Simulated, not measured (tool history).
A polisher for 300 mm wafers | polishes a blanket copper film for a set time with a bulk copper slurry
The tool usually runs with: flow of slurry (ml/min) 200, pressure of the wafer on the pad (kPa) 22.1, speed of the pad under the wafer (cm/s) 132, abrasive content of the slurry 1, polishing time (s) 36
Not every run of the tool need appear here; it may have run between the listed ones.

run	day	flow of slurry (ml/min)	pressure of the wafer on the pad (kPa)	speed of the pad under the wafer (cm/s)	abrasive content of the slurry	polishing time (s)	wafers since the last listed run	wafers polished on this pad	hours since the slurry nozzle was cleaned	hours since the head pressure was calibrated	hours since the slurry blender was calibrated	incoming thickness of the incoming film, nm	film removed (Å)
1	0	200	22.1	132	1	36	0	2613	261.7	250.9	228.6	2872	4510
2	1.904	200	22.1	132	1	36	546	3159	307.4	296.6	274.3	2841.4	4435
3	2.992	200	22.1	132	1	36	312	3471	333.5	322.7	300.4	2782.4	4634
# day 4.342: slurry nozzle cleaned
# day 4.729: worn pad replaced by a new one
4	5.375	200	22.1	132	1	36	624	185	24.8	379.9	357.6	2864.4	4614
5	6.596	200	22.1	132	1	31	350	536	54.1	409.2	386.9	2819.9	4029
6	8.871	200	22.1	132	1	31	653	1189	108.7	463.8	441.5	2805.6	4001
# day 9.688: slurry blender recalibrated
7	10.729	200	22.1	132	1	36	509	1698	153.3	508.4	25	2802.7	4607
8	13.554	200	22.1	102	1	36	810	2509	221.1	576.2	92.8	2792.8	3896
# day 14.983: head pressure recalibrated
9	15.754	200	22.1	102	1	36	607	3117	273.9	18.5	145.6	2807.9	3074
# day 16.325: worn pad replaced by a new one
10	17.138	200	22.1	102	1	36	349	232	307.1	51.7	178.8	2797.9	3101
# day 18.612: slurry nozzle cleaned
11	18.904	200	22.1	132	1	36	495	727	7	94.1	221.2	2830.5	3804
12	21.025	200	22.1	132	1	36	608	1336	57.9	145	272.1	2854.3	3873
13	22.667	200	22.1	132	1	36	471	1807	97.3	184.4	311.5	2797.5	3751
14	24.858	200	22.1	132	1	39	629	2436	149.9	237	364.1	2851.4	4275
15	26.312	200	26.9	116	1	36	417	2854	184.8	271.9	399	2819.2	4295
# day 28.712: worn pad replaced by a new one
16	28.733	240	22.1	132	1	36	647	6	242.9	330	457.1	2830	3960
# day 30.608: head pressure recalibrated, repeated, since the last time left the tool worse
17	31.171	200	22.1	132	1	36	675	681	301.4	13.5	515.6	2801	4282
# day 31.279: slurry nozzle cleaned
# day 31.454: slurry blender recalibrated
18	32.717	200	24.1	156	1	45	407	1089	34.5	50.6	30.3	2802.3	6772
19	35.083	200	22.1	132	1.1	36	679	1769	91.3	107.4	87.1	2801.2	4663
20	37.992	200	22.1	132	1.15	36	834	2603	161.1	177.2	156.9	2764.4	4662
21	39.558	200	22.1	158	1	36	449	3053	198.7	214.8	194.5	2803.9	5281
# day 41.871: worn pad replaced by a new one
22	42.317	200	22.1	132	1	36	743	128	264.9	281	260.7	2773.2	4557
23	44.404	180	26.2	170	1	36	599	727	315	331.1	310.8	2766.1	6757
24	45.533	270	17.2	172	1	36	324	1051	342.1	358.2	337.9	2814.3	4642
# day 46.696: slurry nozzle cleaned
25	48.267	260	24.8	132	0.8	45	772	1824	37.7	423.8	403.5	2854.6	6659
26	49.492	200	22.1	132	1	36	351	2175	67.1	453.2	432.9	2756.6	4798
# day 50.783: slurry blender recalibrated
27	51.95	200	22.1	132	1	36	681	2857	126.1	512.2	28	2829.3	4694
28	53.733	200	28.3	90	1	36	511	3369	168.9	555	70.8	2825.1	4615
29	55.579	200	22.1	132	1	36	529	3899	213.2	599.3	115.1	2776.8	4672
# day 56.138: worn pad replaced by a new one
# day 57.367: head pressure recalibrated
30	58.238	200	22.1	160	1	36	691	579	277	20.9	178.9	2785.7	4936
# day 60.588: slurry nozzle cleaned
31	62.529	250	20	88	1	47	1219	1799	46.6	123.9	281.9	2831	4164

3 ways to go on from here, each from the tool as it stands after run 31. What would each give?
A	62.546	200	22.1	132	1	36	4	1804	47	124.3	282.3	2775.7	?
B	62.546	255	22.1	174	1.1	36	4	1804	47	124.3	282.3	2775.7	?
C	62.546	235	28.3	104	1	36	4	1804	47	124.3	282.3	2775.7	?

run	film removed (Å)
A	4460
B	5679
C	4949
With the hidden condition removed and each run's random variation left untouched, the same runs would have given:
run	film removed (Å)
A	4277
B	5447
C	4747

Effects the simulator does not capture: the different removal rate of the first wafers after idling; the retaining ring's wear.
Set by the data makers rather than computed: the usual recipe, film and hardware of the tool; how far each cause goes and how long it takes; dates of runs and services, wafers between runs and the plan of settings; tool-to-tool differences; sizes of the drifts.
